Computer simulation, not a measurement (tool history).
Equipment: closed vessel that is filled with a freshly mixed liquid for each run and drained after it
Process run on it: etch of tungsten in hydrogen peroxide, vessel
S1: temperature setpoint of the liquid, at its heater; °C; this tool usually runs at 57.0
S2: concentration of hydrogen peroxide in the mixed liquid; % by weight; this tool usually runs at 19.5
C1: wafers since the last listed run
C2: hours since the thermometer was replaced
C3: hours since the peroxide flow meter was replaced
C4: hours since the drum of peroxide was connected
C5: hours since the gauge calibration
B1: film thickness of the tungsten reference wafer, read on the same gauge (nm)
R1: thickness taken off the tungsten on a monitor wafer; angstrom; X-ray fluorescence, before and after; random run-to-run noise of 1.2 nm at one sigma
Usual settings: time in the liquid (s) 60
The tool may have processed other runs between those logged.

Run 1, hour 0.0: usual settings; C1 0; C2 492.8; C3 1693.6; C4 909.1; C5 110.2; B1 49.99. Result: R1 2613.0 angstrom.
Run 2, hour 14.3: usual settings; C1 914; C2 507.1; C3 1707.9; C4 923.4; C5 124.5; B1 49.99. Result: R1 2610.1 angstrom.
Run 3, hour 27.2: usual settings; C1 824; C2 520.0; C3 1720.8; C4 936.3; C5 137.4; B1 49.99. Result: R1 2622.6 angstrom.
Run 4, hour 35.5: usual settings; C1 530; C2 528.3; C3 1729.1; C4 944.6; C5 145.7; B1 49.99. Result: R1 2600.6 angstrom.
Run 5, hour 48.9: usual settings; C1 856; C2 541.7; C3 1742.5; C4 958.0; C5 159.1; B1 50.03. Result: R1 2616.9 angstrom.
Run 6, hour 66.6: usual settings; C1 1131; C2 559.4; C3 1760.2; C4 975.7; C5 176.8; B1 50.00. Result: R1 2645.9 angstrom.
Run 7, hour 82.0: usual settings; C1 984; C2 574.8; C3 1775.6; C4 991.1; C5 192.2; B1 50.01. Result: R1 2634.4 angstrom.
At hour 90.6: peroxide flow meter replaced.
Run 8, hour 95.0: usual settings; C1 767; C2 587.8; C3 4.4; C4 1004.1; C5 205.2; B1 50.00. Result: R1 2626.3 angstrom.
At hour 100.7: thermometer replaced.
Run 9, hour 101.0: usual settings; C1 319; C2 0.3; C3 10.4; C4 1010.1; C5 211.2; B1 50.01. Result: R1 2864.0 angstrom.
Run 10, hour 107.4: usual settings; C1 409; C2 6.7; C3 16.8; C4 1016.5; C5 217.6; B1 50.01. Result: R1 2884.6 angstrom.
At hour 118.7: new drum of peroxide connected.
Run 11, hour 121.8: usual settings but time in the liquid (s) 50; C1 856; C2 21.1; C3 31.2; C4 3.1; C5 232.0; B1 49.99. Result: R1 2401.8 angstrom.
Run 12, hour 131.1: usual settings but S1 50.0 °C, S2 23.0 % by weight; C1 594; C2 30.4; C3 40.5; C4 12.4; C5 241.3; B1 50.00. Result: R1 2082.2 angstrom.
At hour 134.4: thermometer replaced, repeated, since the last time left the tool worse.
Run 13, hour 137.6: usual settings but S1 50.0 °C, S2 16.0 % by weight; C1 351; C2 3.2; C3 47.0; C4 18.9; C5 247.8; B1 50.01. Result: R1 1422.9 angstrom.
At hour 149.2: gauge calibrated.
Run 14, hour 152.1: usual settings; C1 926; C2 17.7; C3 61.5; C4 33.4; C5 2.9; B1 50.00. Result: R1 2390.4 angstrom.
Run 15, hour 178.6: usual settings but S1 53.0 °C, S2 25.0 % by weight, time in the liquid (s) 45; C1 1694; C2 44.2; C3 88.0; C4 59.9; C5 29.4; B1 49.99. Result: R1 1623.7 angstrom.
Run 16, hour 194.1: usual settings but S1 61.5 °C, S2 21.5 % by weight; C1 990; C2 59.7; C3 103.5; C4 75.4; C5 44.9; B1 49.99. Result: R1 3322.4 angstrom.
Run 17, hour 205.5: usual settings but S2 23.0 % by weight, time in the liquid (s) 30; C1 728; C2 71.1; C3 114.9; C4 86.8; C5 56.3; B1 50.00. Result: R1 1315.6 angstrom.
Run 18, hour 211.8: usual settings but S2 23.5 % by weight, time in the liquid (s) 40; C1 402; C2 77.4; C3 121.2; C4 93.1; C5 62.6; B1 49.99. Result: R1 1797.1 angstrom.

Some steps in R1, run to run, broken into two amounts with sign: the step expected even without the hidden condition (settings, incoming material, random variation), and the rest, left for the hidden condition together with whatever gauge scatter is not in both the measured and the hidden-condition-free result:
The hidden state here: liquid hotter than its thermometer reads (K); peroxide flow below the setpoint (%); peroxide weaker than its label (%); gauge reads high (%).
Run 12 -> 13: S2 23.0 -> 16.0, thermometer replaced, repeated, since the last time left the tool worse. R1 -659.3 angstrom: hidden state -362.1, all else -297.2.
Run 16 -> 17: S1 61.5 -> 57.0, S2 21.5 -> 23.0, time in the liquid (s) 60 -> 30. R1 -2006.8 angstrom: hidden state -26.7, all else -1980.1.
